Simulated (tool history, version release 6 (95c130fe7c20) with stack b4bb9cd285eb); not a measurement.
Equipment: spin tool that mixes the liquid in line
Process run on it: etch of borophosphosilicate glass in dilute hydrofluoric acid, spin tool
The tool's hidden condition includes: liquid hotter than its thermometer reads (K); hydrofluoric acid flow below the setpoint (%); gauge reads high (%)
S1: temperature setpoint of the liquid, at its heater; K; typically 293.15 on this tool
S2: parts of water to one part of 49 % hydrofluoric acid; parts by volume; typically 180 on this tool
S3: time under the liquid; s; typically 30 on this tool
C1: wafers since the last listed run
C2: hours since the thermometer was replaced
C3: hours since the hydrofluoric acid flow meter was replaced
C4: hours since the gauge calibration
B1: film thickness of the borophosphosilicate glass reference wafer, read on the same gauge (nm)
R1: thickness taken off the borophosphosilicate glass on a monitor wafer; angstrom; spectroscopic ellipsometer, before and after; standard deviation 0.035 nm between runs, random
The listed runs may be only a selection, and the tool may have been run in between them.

Run 1, day 0.000: usual settings; C1 0; C2 1050.2; C3 2108.3; C4 69.7; B1 60.00. Result: R1 72.4 angstrom.
Run 2, day 0.838: usual settings but S2 205 parts by volume; C1 246; C2 1070.3; C3 2128.4; C4 89.8; B1 59.97. Result: R1 62.0 angstrom.
Run 3, day 1.738: usual settings but S1 297.15 K; C1 265; C2 1091.9; C3 2150.0; C4 111.4; B1 60.00. Result: R1 84.0 angstrom.
Run 4, day 2.321: usual settings but S1 297.15 K; C1 171; C2 1105.9; C3 2164.0; C4 125.4; B1 60.00. Result: R1 84.8 angstrom.
Run 5, day 3.725: usual settings but S2 130 parts by volume; C1 413; C2 1139.6; C3 2197.7; C4 159.1; B1 60.00. Result: R1 106.6 angstrom.
Run 6, day 5.150: usual settings but S1 295.15 K, S2 110 parts by volume; C1 419; C2 1173.8; C3 2231.9; C4 193.3; B1 59.99. Result: R1 139.1 angstrom.
Run 7, day 6.625: usual settings but S1 295.15 K, S2 110 parts by volume; C1 434; C2 1209.2; C3 2267.3; C4 228.7; B1 60.01. Result: R1 140.0 angstrom.
Run 8, day 7.488: usual settings but S1 291.15 K, S2 205 parts by volume; C1 254; C2 1229.9; C3 2288.0; C4 249.4; B1 59.98. Result: R1 58.0 angstrom.
Run 9, day 8.921: usual settings; C1 422; C2 1264.3; C3 2322.4; C4 283.8; B1 60.02. Result: R1 73.5 angstrom.
Run 10, day 9.492: usual settings but S1 295.15 K, S3 35 s; C1 168; C2 1278.0; C3 2336.1; C4 297.5; B1 60.00. Result: R1 92.0 angstrom.
At day 9.583: hydrofluoric acid flow meter replaced.
Run 11, day 10.688: usual settings; C1 340; C2 1306.7; C3 26.5; C4 326.2; B1 60.00. Result: R1 72.6 angstrom.
At day 11.262: thermometer replaced.
At day 12.604: gauge calibrated.
Run 12, day 14.000: usual settings but S1 294.65 K, S2 270 parts by volume, S3 20 s; C1 963; C2 65.7; C3 106.0; C4 33.5; B1 59.99. Result: R1 29.5 angstrom.
Run 13, day 15.450: usual settings; C1 427; C2 100.5; C3 140.8; C4 68.3; B1 59.99. Result: R1 68.8 angstrom.

The next listed run, before its measurement:
Run 14, day 15.954: usual settings but S1 297.65 K, S2 120 parts by volume, S3 15 s; C1 148; C2 112.6; C3 152.9; C4 80.4; B1 ?. Result: R1 ?.

{"run 14": {"B1": 60.01, "R1": 65.8}}
If the tool had no hidden condition, the same run with the same run-to-run variation would have returned R1 64.5 angstrom.
